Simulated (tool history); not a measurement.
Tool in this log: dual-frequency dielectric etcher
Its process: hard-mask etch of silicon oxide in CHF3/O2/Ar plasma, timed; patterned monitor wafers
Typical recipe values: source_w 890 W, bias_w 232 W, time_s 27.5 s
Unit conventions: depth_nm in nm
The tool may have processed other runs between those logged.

run	hour	source_w	bias_w	time_s	wafers since the last listed run	hours since the last wet clean	hours since the last source power generator calibration	hours since the last bias power generator calibration	hours since the last upper electrode change	hours since the gauge calibration	read-back reference wafer on the same gauge, depth_nm	depth_nm
1	0.0	890	232	27.5	0	44.6	638.9	2058.4	3935.3	728.8	55.9	68.8
2	38.8	890	232	27.5	499	83.4	677.7	2097.2	3974.1	767.6	55.9	69.0
3	142.2	890	232	27.5	1330	186.8	781.1	2200.6	4077.5	871.0	55.9	69.0
4	230.3	890	232	27.5	1133	274.9	869.2	2288.7	4165.6	959.1	55.9	69.2
5	336.4	890	232	33.0	1364	381.0	975.3	2394.8	4271.7	1065.2	56.0	83.5
6	383.5	890	232	33.0	605	428.1	1022.4	2441.9	4318.8	1112.3	55.9	83.6
# hour 472.6: wet clean of the chamber
7	483.7	890	232	33.0	980	11.1	1122.6	2542.1	4419.0	1212.5	55.9	85.4
8	566.7	890	232	32.0	1067	94.1	1205.6	2625.1	4502.0	1295.5	55.9	83.1
9	643.4	890	232	32.0	986	170.8	1282.3	2701.8	4578.7	1372.2	55.9	83.4
10	806.2	890	232	27.5	2094	333.6	1445.1	2864.6	4741.5	1535.0	55.8	72.0
11	860.9	890	232	27.5	703	388.3	1499.8	2919.3	4796.2	1589.7	56.0	72.2
# hour 889.5: gauge calibrated
# hour 933.9: wet clean of the chamber, repeated, since the last time left the tool worse
12	955.6	890	232	27.5	909	21.7	1594.5	3014.0	4890.9	66.1	55.9	68.9
13	1019.8	890	232	27.5	825	85.9	1658.7	3078.2	4955.1	130.3	55.9	68.9
14	1067.6	890	232	27.5	614	133.7	1706.5	3126.0	5002.9	178.1	55.9	69.4
15	1142.3	760	207	23.0	960	208.4	1781.2	3200.7	5077.6	252.8	55.9	52.4
16	1199.8	740	257	33.5	739	265.9	1838.7	3258.2	5135.1	310.3	55.9	80.2
# hour 1253.5: upper electrode replaced
17	1281.4	770	268	20.5	740	347.5	1920.3	3339.8	27.9	391.9	55.9	50.8

Run 18 is up next; what results do you expect?
18	1364.5	1000	232	30.0	1068	430.6	2003.4	3422.9	111.0	475.0	?	?

Run 18 gave read-back reference wafer on the same gauge, depth_nm 55.9, depth_nm 80.7 nm.
Were there no unlogged condition in the tool, this run, its random variation unchanged, would have produced depth_nm 79.3 nm.
